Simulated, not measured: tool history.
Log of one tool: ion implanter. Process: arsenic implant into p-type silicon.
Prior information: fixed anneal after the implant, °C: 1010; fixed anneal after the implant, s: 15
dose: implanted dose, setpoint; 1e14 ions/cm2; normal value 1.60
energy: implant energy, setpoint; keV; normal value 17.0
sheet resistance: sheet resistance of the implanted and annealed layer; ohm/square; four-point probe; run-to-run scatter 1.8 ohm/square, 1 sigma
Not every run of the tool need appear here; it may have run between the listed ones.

run,hour,dose,energy,"read-back reference wafer on the same gauge, sheet resistance",sheet resistance
1,0.0,1.71,20.0,543.58,486.79
2,35.2,1.71,20.0,545.01,486.29
3,70.9,1.71,20.0,543.80,484.47
4,102.3,1.60,14.0,544.47,535.10
5,119.5,1.60,17.0,543.85,522.40
6,148.3,1.60,17.0,543.99,523.40
7,161.1,1.60,20.5,543.43,509.99
8,220.8,1.60,19.5,544.05,512.53
9,232.9,1.89,17.0,544.95,462.05
10,247.9,1.89,17.0,543.60,463.34
11,263.6,1.89,17.0,544.04,465.72
12,289.7,1.60,21.0,544.55,506.68
13,323.3,1.21,19.5,544.36,623.89
14,354.6,1.18,21.0,544.44,631.00
15,368.2,1.74,14.5,544.62,501.85
16,388.4,2.05,15.0,543.46,440.44
17,418.5,1.60,17.0,544.46,522.69
18,450.5,1.14,12.5,544.93,702.32
19,481.7,1.39,23.0,543.81,553.46
20,495.7,2.04,17.0,543.86,433.85
# hour 522.4: gauge calibrated
21,529.7,1.76,21.5,543.86,470.14
# hour 550.0: extraction supply calibrated
22,564.3,1.17,17.0,543.50,657.06
23,594.0,1.60,17.0,544.17,523.74
24,622.3,1.88,22.0,543.81,448.96
25,647.3,2.03,22.0,544.26,420.00
# hour 660.5: Faraday cup replaced and dose calibrated
26,673.4,1.60,14.5,543.55,534.33
27,688.8,2.04,11.5,544.83,460.33
28,716.7,1.26,11.0,544.08,664.97
29,750.5,1.60,17.0,544.19,522.64
30,784.6,1.86,14.5,543.66,478.21
31,848.0,1.78,15.0,544.16,487.42
32,865.8,1.60,12.0,542.91,548.53
33,887.0,1.60,17.0,544.04,520.47
34,920.2,1.37,17.0,545.03,587.65
35,942.0,1.60,22.0,544.97,499.77
36,964.7,1.60,17.0,543.31,524.63

For each run, what was the tool's unlogged condition?
deviation of the true dose from the Faraday cup's reading, %: 0 at every run
deviation of the true energy from its setpoint, %: 0 at every run
gauge reads high (%): 0 at every run
